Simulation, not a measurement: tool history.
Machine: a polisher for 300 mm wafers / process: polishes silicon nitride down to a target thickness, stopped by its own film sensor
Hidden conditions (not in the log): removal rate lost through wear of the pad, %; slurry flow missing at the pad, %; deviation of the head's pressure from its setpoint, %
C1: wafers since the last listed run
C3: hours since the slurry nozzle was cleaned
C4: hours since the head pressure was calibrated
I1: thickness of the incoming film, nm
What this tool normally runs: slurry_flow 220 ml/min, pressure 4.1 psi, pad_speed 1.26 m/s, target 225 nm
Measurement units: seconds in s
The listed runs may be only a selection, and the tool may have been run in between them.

{"run": 1, "hour": 0.0, "slurry_flow": 245, "pressure": 4.1, "pad_speed": 1.26, "target": 225, "C1": 0, "wafers polished on this pad": 285, "C3": 599.7, "C4": 272, "I1": 384, "seconds": 73}
{"run": 2, "hour": 73.6, "slurry_flow": 220, "pressure": 5.2, "pad_speed": 1.26, "target": 246, "C1": 556, "wafers polished on this pad": 842, "C3": 673.3, "C4": 345.6, "I1": 384.4, "seconds": 49.2}
{"run": 3, "hour": 179.6, "slurry_flow": 220, "pressure": 5.2, "pad_speed": 1.26, "target": 246, "C1": 801, "wafers polished on this pad": 1643, "C3": 779.3, "C4": 451.6, "I1": 389, "seconds": 51.8}
{"run": 4, "hour": 254.2, "slurry_flow": 220, "pressure": 4.1, "pad_speed": 1.26, "target": 225, "C1": 564, "wafers polished on this pad": 2207, "C3": 853.9, "C4": 526.2, "I1": 391.6, "seconds": 75.2}
{"hour": 284.1, "done": "slurry nozzle cleaned"}
{"run": 5, "hour": 313.9, "slurry_flow": 220, "pressure": 4.1, "pad_speed": 1.26, "target": 225, "C1": 443, "wafers polished on this pad": 2651, "C3": 29.8, "C4": 585.9, "I1": 386.3, "seconds": 72.8}
{"hour": 346.4, "done": "worn pad replaced by a new one"}
{"run": 6, "hour": 510.9, "slurry_flow": 220, "pressure": 4.1, "pad_speed": 1.26, "target": 225, "C1": 1459, "wafers polished on this pad": 1244, "C3": 226.8, "C4": 782.9, "I1": 388.3, "seconds": 73.9}
{"hour": 584.6, "done": "head pressure recalibrated"}
{"run": 7, "hour": 607.9, "slurry_flow": 220, "pressure": 3.1, "pad_speed": 1.26, "target": 265, "C1": 718, "wafers polished on this pad": 1962, "C3": 323.8, "C4": 23.3, "I1": 389.3, "seconds": 77}
{"hour": 649.5, "done": "worn pad replaced by a new one"}
{"run": 8, "hour": 659.9, "slurry_flow": 220, "pressure": 3.1, "pad_speed": 1.26, "target": 265, "C1": 362, "wafers polished on this pad": 78, "C3": 375.8, "C4": 75.3, "I1": 382, "seconds": 70.5}
{"run": 9, "hour": 712.8, "slurry_flow": 220, "pressure": 3.1, "pad_speed": 1.26, "target": 265, "C1": 399, "wafers polished on this pad": 478, "C3": 428.7, "C4": 128.2, "I1": 385.4, "seconds": 73.2}
{"run": 10, "hour": 773.2, "slurry_flow": 220, "pressure": 2.7, "pad_speed": 1.26, "target": 225, "C1": 456, "wafers polished on this pad": 934, "C3": 489.1, "C4": 188.6, "I1": 383.6, "seconds": 109}
{"run": 11, "hour": 880.3, "slurry_flow": 220, "pressure": 4.1, "pad_speed": 1.42, "target": 225, "C1": 809, "wafers polished on this pad": 1744, "C3": 596.2, "C4": 295.7, "I1": 395.8, "seconds": 72.7}
{"hour": 992.6, "done": "worn pad replaced by a new one"}
{"run": 12, "hour": 1133.2, "slurry_flow": 275, "pressure": 3.1, "pad_speed": 1.46, "target": 194, "C1": 1881, "wafers polished on this pad": 1063, "C3": 849.1, "C4": 548.6, "I1": 391.1, "seconds": 105.6}
{"hour": 1154.3, "done": "slurry nozzle cleaned"}
{"run": 13, "hour": 1221.0, "slurry_flow": 220, "pressure": 4.1, "pad_speed": 1.26, "target": 243, "C1": 656, "wafers polished on this pad": 1719, "C3": 66.7, "C4": 636.4, "I1": 392.7, "seconds": 68.8}
{"run": 14, "hour": 1317.5, "slurry_flow": 220, "pressure": 4.1, "pad_speed": 1.26, "target": 264, "C1": 729, "wafers polished on this pad": 2448, "C3": 163.2, "C4": 732.9, "I1": 393.9, "seconds": 60.1}
{"hour": 1348.1, "done": "worn pad replaced by a new one"}
{"run": 15, "hour": 1401.8, "slurry_flow": 245, "pressure": 4.1, "pad_speed": 1.54, "target": 225, "C1": 607, "wafers polished on this pad": 406, "C3": 247.5, "C4": 817.2, "I1": 391.7, "seconds": 64.5}
{"hour": 1485.0, "done": "head pressure recalibrated"}
{"run": 16, "hour": 1509.1, "slurry_flow": 220, "pressure": 4.1, "pad_speed": 1.26, "target": 225, "C1": 796, "wafers polished on this pad": 1202, "C3": 354.8, "C4": 24.1, "I1": 387.3, "seconds": 75.6}
{"run": 17, "hour": 1572.1, "slurry_flow": 220, "pressure": 4.1, "pad_speed": 1.26, "target": 225, "C1": 476, "wafers polished on this pad": 1678, "C3": 417.8, "C4": 87.1, "I1": 392, "seconds": 77.8}
{"run": 18, "hour": 1675.7, "slurry_flow": 220, "pressure": 4.1, "pad_speed": 1.26, "target": 225, "C1": 783, "wafers polished on this pad": 2461, "C3": 521.4, "C4": 190.7, "I1": 389.5, "seconds": 74.3}

State the hidden condition of the tool at each of the runs:
removal rate lost through wear of the pad, %: 0 across all the runs
slurry flow missing at the pad, %: 0 across all the runs
deviation of the head's pressure from its setpoint, %: 0 across all the runs
